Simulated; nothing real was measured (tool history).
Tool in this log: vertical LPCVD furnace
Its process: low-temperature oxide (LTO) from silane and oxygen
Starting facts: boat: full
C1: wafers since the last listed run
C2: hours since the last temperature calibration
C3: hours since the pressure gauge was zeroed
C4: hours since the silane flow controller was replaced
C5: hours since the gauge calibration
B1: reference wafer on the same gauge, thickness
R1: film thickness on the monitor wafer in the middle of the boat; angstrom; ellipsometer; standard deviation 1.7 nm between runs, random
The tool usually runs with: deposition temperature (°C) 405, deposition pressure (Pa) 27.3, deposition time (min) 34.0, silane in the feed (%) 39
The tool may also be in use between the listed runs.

Run 1, day 0.000: usual settings; C1 0; C2 3071.8; C3 4282.2; C4 2955.4; C5 1248.9; B1 333.00. Result: R1 2677.5 angstrom.
Run 2, day 1.921: usual settings; C1 741; C2 3117.9; C3 4328.3; C4 3001.5; C5 1295.0; B1 333.60. Result: R1 2674.6 angstrom.
At day 5.975: gauge calibrated.
Run 3, day 6.188: usual settings; C1 1646; C2 3220.3; C3 4430.7; C4 3103.9; C5 5.1; B1 332.83. Result: R1 2675.2 angstrom.
At day 7.808: pressure gauge zeroed.
Run 4, day 9.204: usual settings; C1 778; C2 3292.7; C3 33.5; C4 3176.3; C5 77.5; B1 333.51. Result: R1 2800.1 angstrom.
Run 5, day 13.083: usual settings; C1 1497; C2 3385.8; C3 126.6; C4 3269.4; C5 170.6; B1 333.92. Result: R1 2781.0 angstrom.
Run 6, day 17.358: usual settings; C1 1650; C2 3488.4; C3 229.2; C4 3372.0; C5 273.2; B1 333.17. Result: R1 2805.2 angstrom.
Run 7, day 19.033: usual settings; C1 646; C2 3528.6; C3 269.4; C4 3412.2; C5 313.4; B1 332.24. Result: R1 2764.1 angstrom.
Run 8, day 21.171: usual settings but silane in the feed (%) 42; C1 825; C2 3579.9; C3 320.7; C4 3463.5; C5 364.7; B1 333.55. Result: R1 3044.7 angstrom.
Run 9, day 23.633: usual settings but deposition pressure (Pa) 20.7, deposition time (min) 30.0, silane in the feed (%) 43; C1 950; C2 3639.0; C3 379.8; C4 3522.6; C5 423.8; B1 333.34. Result: R1 2079.4 angstrom.
Run 10, day 26.462: usual settings but deposition time (min) 29.5; C1 1091; C2 3706.9; C3 447.7; C4 3590.5; C5 491.7; B1 332.55. Result: R1 2416.3 angstrom.
At day 30.267: silane flow controller replaced.
Run 11, day 30.288: usual settings; C1 1090; C2 3798.7; C3 539.5; C4 0.5; C5 583.5; B1 332.87. Result: R1 2743.9 angstrom.
Run 12, day 33.875: usual settings but deposition pressure (Pa) 32.0; C1 1384; C2 3884.8; C3 625.6; C4 86.6; C5 669.6; B1 332.39. Result: R1 3243.8 angstrom.
Run 13, day 35.400: usual settings but deposition temperature (°C) 410, deposition pressure (Pa) 30.0, deposition time (min) 28.5, silane in the feed (%) 41; C1 588; C2 3921.4; C3 662.2; C4 123.2; C5 706.2; B1 332.68. Result: R1 2840.9 angstrom.
Run 14, day 36.950: usual settings but deposition pressure (Pa) 29.3, deposition time (min) 29.0, silane in the feed (%) 37; C1 598; C2 3958.6; C3 699.4; C4 160.4; C5 743.4; B1 333.12. Result: R1 2364.6 angstrom.
Run 15, day 38.525: usual settings but deposition temperature (°C) 402, silane in the feed (%) 45; C1 607; C2 3996.4; C3 737.2; C4 198.2; C5 781.2; B1 332.84. Result: R1 3153.6 angstrom.
Run 16, day 42.971: usual settings but silane in the feed (%) 42; C1 1715; C2 4103.1; C3 843.9; C4 304.9; C5 887.9; B1 332.84. Result: R1 2959.4 angstrom.
At day 44.225: thermocouples replaced and temperature profile calibrated.
Run 17, day 44.521: usual settings; C1 212; C2 7.1; C3 881.1; C4 342.1; C5 925.1; B1 333.70. Result: R1 2760.0 angstrom.
Run 18, day 48.000: usual settings but deposition temperature (°C) 414; C1 1342; C2 90.6; C3 964.6; C4 425.6; C5 1008.6; B1 332.99. Result: R1 3000.1 angstrom.
Run 19, day 51.588: usual settings but deposition temperature (°C) 394; C1 1384; C2 176.7; C3 1050.7; C4 511.7; C5 1094.7; B1 333.35. Result: R1 2401.4 angstrom.
Run 20, day 55.196: usual settings but deposition temperature (°C) 409, deposition time (min) 29.0; C1 1392; C2 263.3; C3 1137.3; C4 598.3; C5 1181.3; B1 332.86. Result: R1 2442.9 angstrom.
Run 21, day 56.804: usual settings but deposition temperature (°C) 412, deposition pressure (Pa) 32.0, deposition time (min) 40.0; C1 620; C2 301.9; C3 1175.9; C4 636.9; C5 1219.9; B1 332.41. Result: R1 4089.0 angstrom.
Run 22, day 61.042: usual settings but deposition time (min) 38.0; C1 1635; C2 403.6; C3 1277.6; C4 738.6; C5 1321.6; B1 332.74. Result: R1 3040.9 angstrom.
Run 23, day 63.192: usual settings but deposition temperature (°C) 416, deposition time (min) 47.0, silane in the feed (%) 44; C1 829; C2 455.2; C3 1329.2; C4 790.2; C5 1373.2; B1 333.74. Result: R1 4809.7 angstrom.
Run 24, day 64.858: usual settings but deposition temperature (°C) 400; C1 643; C2 495.2; C3 1369.2; C4 830.2; C5 1413.2; B1 332.47. Result: R1 2553.3 angstrom.
Run 25, day 68.117: usual settings but deposition temperature (°C) 409, deposition pressure (Pa) 23.3, deposition time (min) 46.0, silane in the feed (%) 32; C1 1257; C2 573.4; C3 1447.4; C4 908.4; C5 1491.4; B1 333.78. Result: R1 2534.4 angstrom.
At day 69.683: gauge calibrated.
Run 26, day 71.325: usual settings but deposition temperature (°C) 409, deposition pressure (Pa) 34.0; C1 1238; C2 650.4; C3 1524.4; C4 985.4; C5 39.4; B1 333.07. Result: R1 3543.7 angstrom.
Run 27, day 75.583: usual settings but deposition temperature (°C) 396, deposition time (min) 24.0, silane in the feed (%) 34; C1 1643; C2 752.6; C3 1626.6; C4 1087.6; C5 141.6; B1 332.65. Result: R1 1448.6 angstrom.
Run 28, day 77.204: usual settings; C1 625; C2 791.5; C3 1665.5; C4 1126.5; C5 180.5; B1 332.73. Result: R1 2699.6 angstrom.
Run 29, day 81.196: usual settings but deposition pressure (Pa) 20.7, deposition time (min) 29.0, silane in the feed (%) 42; C1 1540; C2 887.3; C3 1761.3; C4 1222.3; C5 276.3; B1 333.43. Result: R1 1866.9 angstrom.
Run 30, day 85.075: usual settings but silane in the feed (%) 33; C1 1497; C2 980.4; C3 1854.4; C4 1315.4; C5 369.4; B1 333.04. Result: R1 2185.7 angstrom.

What was the tool's hidden state at every run in the log?
true tube temperature minus thermocouple reading, K: 0 on each run
deviation of the silane flow from its setpoint, %: 0 on each run
gauge reads high (%): 0 on each run
H1: true pressure minus gauge reading, mTorr
run       H1
  1    -10.2
  2    -10.2
  3    -10.3
  4    0.536
  5  -0.0884
  6   -0.733
  7   -0.975
  8    -1.27
  9    -1.61
 10    -1.97
 11    -2.44
 12    -2.86
 13    -3.03
 14    -3.19
 15    -3.36
 16    -3.81
 17    -3.96
 18    -4.28
 19     -4.6
 20    -4.89
 21    -5.02
 22    -5.34
 23     -5.5
 24    -5.62
 25    -5.84
 26    -6.04
 27     -6.3
 28    -6.39
 29    -6.61
 30    -6.81
